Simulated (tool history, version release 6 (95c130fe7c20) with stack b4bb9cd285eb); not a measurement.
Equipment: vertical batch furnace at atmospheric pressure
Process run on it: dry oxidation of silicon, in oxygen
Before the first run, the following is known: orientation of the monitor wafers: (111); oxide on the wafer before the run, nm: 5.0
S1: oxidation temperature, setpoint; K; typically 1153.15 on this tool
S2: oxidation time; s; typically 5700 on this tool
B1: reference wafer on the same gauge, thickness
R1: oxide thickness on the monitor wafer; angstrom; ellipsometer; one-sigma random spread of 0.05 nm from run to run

Run 1, hour 0: usual settings; B1 36.5. Result: R1 336.7 angstrom.
Run 2, hour 34.4: usual settings; B1 36.5. Result: R1 335.7 angstrom.
Run 3, hour 50.1: usual settings; B1 36.5. Result: R1 335.3 angstrom.
Run 4, hour 75.6: usual settings; B1 36.51. Result: R1 335.9 angstrom.
At hour 110.9: thermocouples replaced and temperature profile calibrated.
Run 5, hour 111.4: usual settings; B1 36.51. Result: R1 335.4 angstrom.
Run 6, hour 118.3: usual settings but S1 1135.15 K, S2 6300 s; B1 36.49. Result: R1 300.3 angstrom.
At hour 134.7: gauge calibrated.
Run 7, hour 143.6: usual settings but S1 1135.15 K, S2 6300 s; B1 36.49. Result: R1 299.6 angstrom.
Run 8, hour 178.3: usual settings but S1 1139.15 K, S2 6930 s; B1 36.5. Result: R1 332 angstrom.
Run 9, hour 193.1: usual settings but S1 1129.15 K, S2 7950 s; B1 36.5. Result: R1 328.5 angstrom.
Run 10, hour 207.1: usual settings but S1 1177.15 K, S2 3480 s; B1 36.5. Result: R1 307.6 angstrom.
Run 11, hour 227.6: usual settings but S1 1144.15 K, S2 6570 s; B1 36.49. Result: R1 337.7 angstrom.
At hour 253.1: boat lift adjusted.
Run 12, hour 253.6: usual settings; B1 36.51. Result: R1 335.8 angstrom.
Run 13, hour 281.8: usual settings; B1 36.5. Result: R1 335.5 angstrom.
Run 14, hour 308: usual settings but S2 7920 s; B1 36.48. Result: R1 415.3 angstrom.
At hour 316.4: gauge calibrated.
Run 15, hour 323.7: usual settings; B1 36.5. Result: R1 335.3 angstrom.

Forecast each of these 4 alternatives for the next run:
Run A, hour 329.8: usual settings; B1 ?. Result: R1 ?.
Run B, hour 329.8: usual settings but S1 1143.15 K, S2 3480 s; B1 ?. Result: R1 ?.
Run C, hour 329.8: usual settings but S1 1131.15 K; B1 ?. Result: R1 ?.
Run D, hour 329.8: usual settings but S1 1167.15 K, S2 6630 s; B1 ?. Result: R1 ?.

run    B1     R1
  A  36.5  335.2
  B  36.5  223.1
  C  36.5    270
  D  36.5  424.1
Take away the tool's hidden state, keep each run's random variation, and the runs would have read:
run     R1
  A  335.2
  B  223.1
  C    270
  D  424.1

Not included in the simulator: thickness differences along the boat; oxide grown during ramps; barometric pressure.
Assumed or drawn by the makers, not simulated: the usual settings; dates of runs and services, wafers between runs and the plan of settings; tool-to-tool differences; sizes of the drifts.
